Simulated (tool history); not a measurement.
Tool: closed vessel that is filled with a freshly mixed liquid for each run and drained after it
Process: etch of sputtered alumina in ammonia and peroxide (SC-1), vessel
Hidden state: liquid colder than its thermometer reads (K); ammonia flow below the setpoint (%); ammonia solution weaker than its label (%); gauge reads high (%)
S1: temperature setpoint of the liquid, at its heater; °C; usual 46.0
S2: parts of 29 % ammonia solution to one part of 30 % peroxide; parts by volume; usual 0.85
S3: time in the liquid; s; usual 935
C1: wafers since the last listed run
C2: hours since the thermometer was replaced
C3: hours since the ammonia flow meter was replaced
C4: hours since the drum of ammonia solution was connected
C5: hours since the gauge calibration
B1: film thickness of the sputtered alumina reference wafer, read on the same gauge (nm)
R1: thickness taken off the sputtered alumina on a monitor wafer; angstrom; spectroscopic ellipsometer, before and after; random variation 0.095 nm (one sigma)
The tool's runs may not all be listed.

Run 1, hour 0.0: usual settings; C1 0; C2 2761.4; C3 1526.0; C4 490.8; C5 201.1; B1 119.98. Result: R1 358.9 angstrom.
Run 2, hour 15.8: usual settings; C1 1038; C2 2777.2; C3 1541.8; C4 506.6; C5 216.9; B1 120.01. Result: R1 359.2 angstrom.
Run 3, hour 35.5: usual settings; C1 1295; C2 2796.9; C3 1561.5; C4 526.3; C5 236.6; B1 119.99. Result: R1 359.4 angstrom.
Run 4, hour 48.6: usual settings but S2 0.70 parts by volume; C1 861; C2 2810.0; C3 1574.6; C4 539.4; C5 249.7; B1 120.02. Result: R1 353.2 angstrom.
Run 5, hour 78.1: usual settings but S2 0.70 parts by volume; C1 1939; C2 2839.5; C3 1604.1; C4 568.9; C5 279.2; B1 119.98. Result: R1 351.5 angstrom.
Run 6, hour 97.7: usual settings; C1 1288; C2 2859.1; C3 1623.7; C4 588.5; C5 298.8; B1 119.99. Result: R1 358.4 angstrom.
Run 7, hour 114.6: usual settings; C1 1111; C2 2876.0; C3 1640.6; C4 605.4; C5 315.7; B1 120.05. Result: R1 357.7 angstrom.
Run 8, hour 140.9: usual settings but S1 51.5 °C, S2 0.70 parts by volume; C1 1729; C2 2902.3; C3 1666.9; C4 631.7; C5 342.0; B1 120.04. Result: R1 478.6 angstrom.
Run 9, hour 169.4: usual settings but S1 51.5 °C, S2 0.70 parts by volume; C1 1873; C2 2930.8; C3 1695.4; C4 660.2; C5 370.5; B1 119.98. Result: R1 476.8 angstrom.
Run 10, hour 183.8: usual settings but S1 51.5 °C, S2 0.70 parts by volume; C1 946; C2 2945.2; C3 1709.8; C4 674.6; C5 384.9; B1 120.00. Result: R1 477.0 angstrom.
Run 11, hour 200.2: usual settings but S2 0.70 parts by volume, S3 645 s; C1 1078; C2 2961.6; C3 1726.2; C4 691.0; C5 401.3; B1 119.96. Result: R1 240.9 angstrom.
Run 12, hour 232.8: usual settings; C1 2143; C2 2994.2; C3 1758.8; C4 723.6; C5 433.9; B1 120.06. Result: R1 356.5 angstrom.
Run 13, hour 268.5: usual settings; C1 2347; C2 3029.9; C3 1794.5; C4 759.3; C5 469.6; B1 120.00. Result: R1 355.3 angstrom.
Run 14, hour 281.5: usual settings; C1 854; C2 3042.9; C3 1807.5; C4 772.3; C5 482.6; B1 120.03. Result: R1 355.6 angstrom.
At hour 294.8: new drum of ammonia solution connected.
At hour 301.7: ammonia flow meter replaced.
Run 15, hour 310.9: usual settings but S1 52.0 °C, S2 0.75 parts by volume, S3 1335 s; C1 1801; C2 3072.3; C3 9.2; C4 16.1; C5 512.0; B1 119.99. Result: R1 708.5 angstrom.
Run 16, hour 342.9: usual settings; C1 2103; C2 3104.3; C3 41.2; C4 48.1; C5 544.0; B1 120.00. Result: R1 358.3 angstrom.
Run 17, hour 364.6: usual settings but S1 40.5 °C; C1 1426; C2 3126.0; C3 62.9; C4 69.8; C5 565.7; B1 120.00. Result: R1 259.8 angstrom.
Run 18, hour 394.8: usual settings; C1 1985; C2 3156.2; C3 93.1; C4 100.0; C5 595.9; B1 119.97. Result: R1 357.2 angstrom.
At hour 420.3: thermometer replaced.
Run 19, hour 425.5: usual settings but S1 49.0 °C, S3 1300 s; C1 1952; C2 5.2; C3 123.8; C4 130.7; C5 626.6; B1 120.04. Result: R1 637.4 angstrom.
At hour 460.3: gauge calibrated.
Run 20, hour 523.6: usual settings but S1 51.5 °C, S2 0.70 parts by volume; C1 6449; C2 103.3; C3 221.9; C4 228.8; C5 63.3; B1 119.97. Result: R1 511.0 angstrom.
Run 21, hour 539.9: usual settings but S2 1.00 parts by volume, S3 725 s; C1 1071; C2 119.6; C3 238.2; C4 245.1; C5 79.6; B1 120.01. Result: R1 303.1 angstrom.
Run 22, hour 564.0: usual settings; C1 1584; C2 143.7; C3 262.3; C4 269.2; C5 103.7; B1 119.98. Result: R1 384.6 angstrom.
Run 23, hour 592.5: usual settings; C1 1873; C2 172.2; C3 290.8; C4 297.7; C5 132.2; B1 119.97. Result: R1 385.0 angstrom.
Run 24, hour 608.5: usual settings but S1 38.0 °C, S2 0.70 parts by volume, S3 700 s; C1 1051; C2 188.2; C3 306.8; C4 313.7; C5 148.2; B1 120.00. Result: R1 176.9 angstrom.
Run 25, hour 641.3: usual settings but S3 615 s; C1 2156; C2 221.0; C3 339.6; C4 346.5; C5 181.0; B1 120.02. Result: R1 252.8 angstrom.
Run 26, hour 669.9: usual settings but S2 0.60 parts by volume, S3 1130 s; C1 1880; C2 249.6; C3 368.2; C4 375.1; C5 209.6; B1 120.02. Result: R1 446.8 angstrom.
Run 27, hour 692.6: usual settings but S3 1235 s; C1 1492; C2 272.3; C3 390.9; C4 397.8; C5 232.3; B1 119.97. Result: R1 505.5 angstrom.
Run 28, hour 799.0: usual settings but S1 51.5 °C, S3 600 s; C1 6995; C2 378.7; C3 497.3; C4 504.2; C5 338.7; B1 119.98. Result: R1 330.1 angstrom.

Forecast each of these 4 alternatives for the next run:
Run A, hour 799.9: usual settings; C1 59; C2 379.6; C3 498.2; C4 505.1; C5 339.6; B1 ?. Result: R1 ?.
Run B, hour 799.9: usual settings but S1 39.0 °C, S3 1225 s; C1 59; C2 379.6; C3 498.2; C4 505.1; C5 339.6; B1 ?. Result: R1 ?.
Run C, hour 799.9: usual settings but S2 1.10 parts by volume; C1 59; C2 379.6; C3 498.2; C4 505.1; C5 339.6; B1 ?. Result: R1 ?.
Run D, hour 799.9: usual settings but S1 51.0 °C; C1 59; C2 379.6; C3 498.2; C4 505.1; C5 339.6; B1 ?. Result: R1 ?.

run      B1     R1
  A  119.95  379.0
  B  119.95  330.6
  C  119.95  388.4
  D  119.95  500.7
Without the tool's hidden state the same runs would have given:
run     R1
  A  390.2
  B  340.7
  C  399.9
  D  515.1
